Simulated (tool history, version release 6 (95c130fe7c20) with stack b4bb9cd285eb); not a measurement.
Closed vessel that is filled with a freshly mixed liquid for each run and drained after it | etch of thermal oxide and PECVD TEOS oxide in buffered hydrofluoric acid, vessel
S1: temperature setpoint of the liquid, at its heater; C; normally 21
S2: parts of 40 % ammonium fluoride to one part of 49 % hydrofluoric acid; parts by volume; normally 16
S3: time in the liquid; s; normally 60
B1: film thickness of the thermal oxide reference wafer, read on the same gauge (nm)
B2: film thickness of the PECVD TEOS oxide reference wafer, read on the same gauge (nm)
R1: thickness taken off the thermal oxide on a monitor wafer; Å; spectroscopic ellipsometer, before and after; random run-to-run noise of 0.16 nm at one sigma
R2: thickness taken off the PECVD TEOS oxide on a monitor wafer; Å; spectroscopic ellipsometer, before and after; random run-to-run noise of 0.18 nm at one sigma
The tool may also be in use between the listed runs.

run 1 hour=0 | S1=21 S2=16 S3=50 | B1=99.26 B2=138.94 | R1=297 R2=474
run 2 hour=67.5 | S1=21 S2=16 S3=50 | B1=99.09 B2=138.73 | R1=295.9 R2=470.3
run 3 hour=130.6 | S1=21 S2=16 S3=50 | B1=98.92 B2=138.54 | R1=297.1 R2=472.8
run 4 hour=193.3 | S1=17 S2=16 S3=35 | B1=98.79 B2=138.26 | R1=166.7 R2=262.6
run 5 hour=262.4 | S1=17 S2=16 S3=35 | B1=98.6 B2=138.01 | R1=165.4 R2=262.2
run 6 hour=297.4 | S1=21 S2=16 S3=60 | B1=98.5 B2=137.91 | R1=354.1 R2=562.4
run 7 hour=362.3 | S1=17 S2=16 S3=60 | B1=98.32 B2=137.67 | R1=283 R2=448.1
run 8 hour=398.4 | S1=25 S2=16 S3=70 | B1=98.26 B2=137.49 | R1=509.7 R2=815.7
run 9 hour=434.3 | S1=19 S2=16 S3=40 | B1=98.14 B2=137.35 | R1=211.4 R2=335.9
run 10 hour=493.5 | S1=21 S2=16 S3=60 | B1=98 B2=137.15 | R1=351.5 R2=564.3
run 11 hour=543.8 | S1=21 S2=16 S3=60 | B1=97.86 B2=137.06 | R1=353.9 R2=560.6
run 12 hour=570.4 | S1=21 S2=16 S3=30 | B1=97.8 B2=136.91 | R1=176.1 R2=279.2
run 13 hour=613.2 | S1=25.5 S2=22.5 S3=90 | B1=97.67 B2=136.76 | R1=498.4 R2=794.8
-- hour=620.2 gauge calibrated
-- hour=637.9 hydrofluoric acid flow meter replaced
-- hour=713.3 thermometer replaced
run 14 hour=807.8 | S1=17.5 S2=16 S3=85 | B1=99.22 B2=138.93 | R1=413.2 R2=657.4
run 15 hour=837.8 | S1=23.5 S2=14 S3=60 | B1=99.15 B2=138.77 | R1=465.5 R2=736.7

Forecast run 16:
run 16 hour=979 | S1=21 S2=16 S3=60 | B1=? B2=? | R1=? R2=?

Run 16 produced B1 98.75, B2 138.3, R1 355.3 Å, R2 565.4 Å.
Take away the tool's hidden state, keep the run-to-run variation as it was, and the same run would have given R1 359.7 Å, R2 572.4 Å.
